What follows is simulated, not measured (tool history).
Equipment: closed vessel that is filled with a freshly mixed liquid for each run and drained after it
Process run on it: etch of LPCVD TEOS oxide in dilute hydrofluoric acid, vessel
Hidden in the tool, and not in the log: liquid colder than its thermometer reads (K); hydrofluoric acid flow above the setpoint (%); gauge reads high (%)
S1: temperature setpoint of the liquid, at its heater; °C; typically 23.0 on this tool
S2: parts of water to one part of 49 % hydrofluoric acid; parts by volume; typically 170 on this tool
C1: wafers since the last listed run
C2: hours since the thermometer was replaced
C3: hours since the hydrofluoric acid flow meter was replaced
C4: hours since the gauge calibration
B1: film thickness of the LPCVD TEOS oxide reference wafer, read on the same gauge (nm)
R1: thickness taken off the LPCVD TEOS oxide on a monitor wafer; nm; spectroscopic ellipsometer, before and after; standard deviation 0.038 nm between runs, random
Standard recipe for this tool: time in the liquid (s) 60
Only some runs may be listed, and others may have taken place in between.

Run 1, hour 0.0: usual settings but S1 21.5 °C; C1 0; C2 542.3; C3 1140.5; C4 1569.7; B1 70.01. Result: R1 7.45 nm.
Run 2, hour 92.6: usual settings but S1 21.5 °C; C1 8787; C2 634.9; C3 1233.1; C4 1662.3; B1 70.01. Result: R1 7.46 nm.
Run 3, hour 143.9: usual settings but S1 21.5 °C; C1 4868; C2 686.2; C3 1284.4; C4 1713.6; B1 69.97. Result: R1 7.56 nm.
Run 4, hour 227.0: usual settings; C1 7886; C2 769.3; C3 1367.5; C4 1796.7; B1 69.99. Result: R1 8.01 nm.
At hour 243.3: hydrofluoric acid flow meter replaced.
Run 5, hour 447.2: usual settings; C1 20802; C2 989.5; C3 203.9; C4 2016.9; B1 69.97. Result: R1 7.49 nm.
Run 6, hour 539.5: usual settings but S1 26.0 °C; C1 8759; C2 1081.8; C3 296.2; C4 2109.2; B1 70.01. Result: R1 8.33 nm.
Run 7, hour 633.7: usual settings but S1 26.0 °C; C1 8939; C2 1176.0; C3 390.4; C4 2203.4; B1 69.98. Result: R1 8.43 nm.
Run 8, hour 714.4: usual settings but S1 19.5 °C, S2 135 parts by volume; C1 7658; C2 1256.7; C3 471.1; C4 2284.1; B1 69.98. Result: R1 8.46 nm.
At hour 715.6: thermometer replaced.
Run 9, hour 796.2: usual settings but S1 19.5 °C, S2 135 parts by volume; C1 7667; C2 80.6; C3 552.9; C4 2365.9; B1 69.99. Result: R1 8.94 nm.
Run 10, hour 840.7: usual settings but S1 19.5 °C, S2 135 parts by volume; C1 4223; C2 125.1; C3 597.4; C4 2410.4; B1 69.99. Result: R1 9.00 nm.
Run 11, hour 919.5: usual settings but S2 210 parts by volume; C1 7478; C2 203.9; C3 676.2; C4 2489.2; B1 70.02. Result: R1 6.17 nm.
Run 12, hour 991.7: usual settings but S2 210 parts by volume; C1 6851; C2 276.1; C3 748.4; C4 2561.4; B1 69.99. Result: R1 6.10 nm.
Run 13, hour 1073.1: usual settings but S2 210 parts by volume; C1 7724; C2 357.5; C3 829.8; C4 2642.8; B1 69.95. Result: R1 6.13 nm.
Run 14, hour 1126.7: usual settings; C1 5086; C2 411.1; C3 883.4; C4 2696.4; B1 69.99. Result: R1 7.85 nm.
Run 15, hour 1163.3: usual settings but S2 215 parts by volume, time in the liquid (s) 80; C1 3473; C2 447.7; C3 920.0; C4 2733.0; B1 69.98. Result: R1 7.92 nm.
Run 16, hour 1207.9: usual settings but S2 115 parts by volume, time in the liquid (s) 80; C1 4232; C2 492.3; C3 964.6; C4 2777.6; B1 69.96. Result: R1 16.33 nm.
Run 17, hour 1270.9: usual settings but S1 20.0 °C, S2 140 parts by volume; C1 5978; C2 555.3; C3 1027.6; C4 2840.6; B1 70.03. Result: R1 8.78 nm.
Run 18, hour 1357.3: usual settings but S2 115 parts by volume, time in the liquid (s) 80; C1 8199; C2 641.7; C3 1114.0; C4 2927.0; B1 69.99. Result: R1 16.55 nm.
Run 19, hour 1417.3: usual settings but S1 27.5 °C, S2 90 parts by volume, time in the liquid (s) 35; C1 5694; C2 701.7; C3 1174.0; C4 2987.0; B1 69.96. Result: R1 11.31 nm.
Run 20, hour 1464.1: usual settings but S2 250 parts by volume, time in the liquid (s) 80; C1 4441; C2 748.5; C3 1220.8; C4 3033.8; B1 70.02. Result: R1 6.58 nm.
At hour 1551.6: gauge calibrated.
Run 21, hour 1570.3: usual settings; C1 10078; C2 854.7; C3 1327.0; C4 18.7; B1 69.98. Result: R1 7.85 nm.
Run 22, hour 1620.9: usual settings but S2 105 parts by volume, time in the liquid (s) 90; C1 4801; C2 905.3; C3 1377.6; C4 69.3; B1 69.93. Result: R1 20.30 nm.
Run 23, hour 1716.3: usual settings; C1 9053; C2 1000.7; C3 1473.0; C4 164.7; B1 69.99. Result: R1 7.85 nm.
Run 24, hour 1770.5: usual settings; C1 5143; C2 1054.9; C3 1527.2; C4 218.9; B1 69.96. Result: R1 7.79 nm.
At hour 1820.7: hydrofluoric acid flow meter replaced.
Run 25, hour 1822.9: usual settings; C1 4877; C2 1107.3; C3 2.2; C4 271.3; B1 69.97. Result: R1 7.38 nm.
At hour 1880.5: thermometer replaced.
Run 26, hour 1920.9: usual settings; C1 9205; C2 40.4; C3 100.2; C4 369.3; B1 70.06. Result: R1 7.75 nm.
Run 27, hour 1981.7: usual settings but S2 130 parts by volume, time in the liquid (s) 90; C1 5769; C2 101.2; C3 161.0; C4 430.1; B1 69.99. Result: R1 15.90 nm.
Run 28, hour 2056.9: usual settings but S1 19.5 °C, S2 200 parts by volume, time in the liquid (s) 90; C1 7136; C2 176.4; C3 236.2; C4 505.3; B1 70.00. Result: R1 8.42 nm.
Run 29, hour 2162.6: usual settings but S1 28.0 °C, time in the liquid (s) 30; C1 10030; C2 282.1; C3 341.9; C4 611.0; B1 70.00. Result: R1 4.72 nm.
Run 30, hour 2216.1: usual settings but time in the liquid (s) 45; C1 5077; C2 335.6; C3 395.4; C4 664.5; B1 70.03. Result: R1 5.82 nm.
Run 31, hour 2393.8: usual settings but S1 28.0 °C, S2 205 parts by volume, time in the liquid (s) 30; C1 16863; C2 513.3; C3 573.1; C4 842.2; B1 69.99. Result: R1 3.73 nm.
Run 32, hour 2486.0: usual settings but S1 19.0 °C, S2 245 parts by volume, time in the liquid (s) 40; C1 8749; C2 605.5; C3 665.3; C4 934.4; B1 70.00. Result: R1 2.88 nm.
Run 33, hour 2585.1: usual settings; C1 9404; C2 704.6; C3 764.4; C4 1033.5; B1 70.02. Result: R1 7.68 nm.

Describe how what the log doesn't record of the tool's condition differs between the last listed run preceding each entry between runs and the first listed run following it.
Between runs 4 and 5: hydrofluoric acid flow meter replaced (hour 243.3)
  liquid colder than its thermometer reads (K): 0.989 -> 1.26; hydrofluoric acid flow above the setpoint (%): 5.14 -> 1.15
  what was measured, less what the result would be without the hidden state, R1: +0.17 -> -0.27 nm
Between runs 8 and 9: thermometer replaced (hour 715.6)
  liquid colder than its thermometer reads (K): 1.59 -> 0.359; hydrofluoric acid flow above the setpoint (%): 2.15 -> 2.45
  what was measured, less what the result would be without the hidden state, R1: -0.35 -> +0.12 nm
Between runs 20 and 21: gauge calibrated (hour 1551.6)
  liquid colder than its thermometer reads (K): 1.18 -> 1.31; hydrofluoric acid flow above the setpoint (%): 4.95 -> 5.34
  what was measured, less what the result would be without the hidden state, R1: +0.11 -> +0.08 nm
Between runs 24 and 25: hydrofluoric acid flow meter replaced (hour 1820.7)
  liquid colder than its thermometer reads (K): 1.56 -> 1.62; hydrofluoric acid flow above the setpoint (%): 6.09 -> 0.402
  what was measured, less what the result would be without the hidden state, R1: +0.08 -> -0.44 nm
Between runs 25 and 26: thermometer replaced (hour 1880.5)
  liquid colder than its thermometer reads (K): 1.62 -> 0.0621; hydrofluoric acid flow above the setpoint (%): 0.402 -> 0.768
  what was measured, less what the result would be without the hidden state, R1: -0.44 -> +0.05 nm
